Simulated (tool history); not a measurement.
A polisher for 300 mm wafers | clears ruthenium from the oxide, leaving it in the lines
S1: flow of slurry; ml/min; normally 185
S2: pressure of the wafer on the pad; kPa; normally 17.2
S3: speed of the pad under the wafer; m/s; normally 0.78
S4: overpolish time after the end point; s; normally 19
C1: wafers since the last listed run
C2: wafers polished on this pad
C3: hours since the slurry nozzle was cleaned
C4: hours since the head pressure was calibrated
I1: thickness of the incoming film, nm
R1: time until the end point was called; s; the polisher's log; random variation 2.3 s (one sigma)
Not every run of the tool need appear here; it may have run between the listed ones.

Run 1, day 0: usual settings; C1 0; C2 899; C3 393.5; C4 553.1; I1 165.6. Result: R1 143.8 s.
Run 2, day 1.733: usual settings; C1 242; C2 1142; C3 435.1; C4 594.7; I1 165.4. Result: R1 140.2 s.
At day 2.142: worn pad replaced by a new one.
At day 4.146: slurry nozzle cleaned.
Run 3, day 4.167: usual settings; C1 311; C2 277; C3 0.5; C4 653.1; I1 167.8. Result: R1 134.6 s.
Run 4, day 6.25: usual settings; C1 291; C2 569; C3 50.5; C4 703.1; I1 165.9. Result: R1 139.1 s.
Run 5, day 7.679: usual settings; C1 200; C2 769; C3 84.8; C4 737.4; I1 163.5. Result: R1 131.4 s.
At day 9.588: worn pad replaced by a new one.
Run 6, day 10.083: usual settings; C1 313; C2 69; C3 142.5; C4 795.1; I1 166.1. Result: R1 136.6 s.
Run 7, day 13.008: usual settings; C1 409; C2 478; C3 212.7; C4 865.3; I1 164.5. Result: R1 135.4 s.
Run 8, day 15.971: usual settings but S1 205 ml/min; C1 414; C2 893; C3 283.8; C4 936.4; I1 163.6. Result: R1 137.5 s.
At day 17.358: worn pad replaced by a new one.
At day 17.85: head pressure recalibrated.
Run 9, day 18.029: usual settings but S1 205 ml/min; C1 253; C2 82; C3 333.2; C4 4.3; I1 164.3. Result: R1 137.2 s.
Run 10, day 20.396: usual settings but S1 155 ml/min, S2 13.1 kPa, S3 0.52 m/s, S4 30 s; C1 331; C2 413; C3 390; C4 61.1; I1 162.8. Result: R1 254.2 s.
Run 11, day 22.621: usual settings but S2 21.4 kPa, S4 14 s; C1 311; C2 725; C3 443.4; C4 114.5; I1 164.1. Result: R1 124.4 s.
At day 24.15: slurry nozzle cleaned.
At day 24.971: worn pad replaced by a new one.
Run 12, day 24.992: usual settings but S1 125 ml/min, S2 13.8 kPa, S3 0.56 m/s; C1 302; C2 3; C3 20.2; C4 171.4; I1 164.6. Result: R1 214.2 s.
Run 13, day 26.083: usual settings; C1 152; C2 156; C3 46.4; C4 197.6; I1 166.5. Result: R1 138.9 s.
Run 14, day 27.9: usual settings but S1 130 ml/min, S3 0.64 m/s, S4 14 s; C1 254; C2 410; C3 90; C4 241.2; I1 164.3. Result: R1 168.2 s.
Run 15, day 30.633: usual settings but S3 0.66 m/s, S4 15 s; C1 382; C2 793; C3 155.6; C4 306.8; I1 166.6. Result: R1 161.8 s.
Run 16, day 32.846: usual settings but S1 140 ml/min; C1 309; C2 1103; C3 208.7; C4 359.9; I1 162.8. Result: R1 138 s.
At day 33.404: worn pad replaced by a new one.
Run 17, day 35.55: usual settings; C1 355; C2 300; C3 273.6; C4 424.8; I1 163.7. Result: R1 140.3 s.
Run 18, day 37.683: usual settings; C1 298; C2 599; C3 324.8; C4 476; I1 167.1. Result: R1 136 s.

Results per run with the tool's hidden condition removed, run-to-run variation unchanged:
Hidden state at play: removal rate lost through wear of the pad, %; slurry flow missing at the pad, %; deviation of the head's pressure from its setpoint, %.
run     R1
  1  135.3
  2  129.8
  3  134.2
  4  138.6
  5  130.8
  6  135.5
  7  133.6
  8  134.6
  9  133.1
 10  241.1
 11  116.5
 12  213.4
 13  138.5
 14  167.2
 15  160.5
 16  135.9
 17  137.3
 18  131.8
